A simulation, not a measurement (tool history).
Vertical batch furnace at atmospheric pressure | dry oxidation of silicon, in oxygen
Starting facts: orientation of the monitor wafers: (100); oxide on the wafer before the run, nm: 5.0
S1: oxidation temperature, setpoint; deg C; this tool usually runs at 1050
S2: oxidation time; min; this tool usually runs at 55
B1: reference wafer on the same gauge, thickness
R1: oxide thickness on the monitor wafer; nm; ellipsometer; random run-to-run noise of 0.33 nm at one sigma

run 1 hour=0 | S1=1050 S2=55 | B1=74.92 | R1=75.79
run 2 hour=61.7 | S1=1050 S2=55 | B1=74.89 | R1=76.03
run 3 hour=155.4 | S1=1050 S2=55 | B1=74.92 | R1=75.95
run 4 hour=219.7 | S1=1050 S2=55 | B1=74.94 | R1=76.12
run 5 hour=313.5 | S1=1050 S2=55 | B1=74.93 | R1=76.11
run 6 hour=356 | S1=1050 S2=71 | B1=74.88 | R1=89.69
-- hour=394.7 gauge calibrated
-- hour=424.3 boat lift adjusted
run 7 hour=580.1 | S1=1050 S2=55 | B1=74.94 | R1=77.48
run 8 hour=631.8 | S1=1050 S2=55 | B1=74.9 | R1=77
run 9 hour=692.7 | S1=1050 S2=55 | B1=74.81 | R1=77.04
-- hour=738.5 thermocouples replaced and temperature profile calibrated
run 10 hour=741 | S1=1050 S2=55 | B1=74.89 | R1=73.76
run 11 hour=815.1 | S1=1059 S2=72 | B1=74.89 | R1=94.15
run 12 hour=872.3 | S1=1065 S2=71.5 | B1=74.91 | R1=98.12
run 13 hour=959.4 | S1=1050 S2=55 | B1=74.93 | R1=73.75
run 14 hour=1008 | S1=1073 S2=69.5 | B1=74.89 | R1=102.52
run 15 hour=1107 | S1=1063 S2=72 | B1=74.88 | R1=97.67
run 16 hour=1144.6 | S1=1050 S2=68.5 | B1=74.89 | R1=84.28
run 17 hour=1194.1 | S1=1065 S2=71.5 | B1=74.95 | R1=97.74
run 18 hour=1249.8 | S1=1064 S2=71.5 | B1=74.87 | R1=98.12
run 19 hour=1303.5 | S1=1073 S2=34 | B1=74.94 | R1=66.64

What if the next run were any one of these 4? Each begins from the tool's condition after run 19:
run A hour=1307.7 | S1=1050 S2=55 | B1=? | R1=?
run B hour=1307.7 | S1=1057 S2=55 | B1=? | R1=?
run C hour=1307.7 | S1=1059 S2=67.5 | B1=? | R1=?
run D hour=1307.7 | S1=1071 S2=35.5 | B1=? | R1=?

run=A B1=74.84 R1=73.42
run=B B1=74.84 R1=77.75
run=C B1=74.84 R1=89.92
run=D B1=74.84 R1=66.41
Stripped of hidden state, with their random variation kept, the same runs would have yielded:
run=A R1=73.13
run=B R1=77.45
run=C R1=89.58
run=D R1=66.16

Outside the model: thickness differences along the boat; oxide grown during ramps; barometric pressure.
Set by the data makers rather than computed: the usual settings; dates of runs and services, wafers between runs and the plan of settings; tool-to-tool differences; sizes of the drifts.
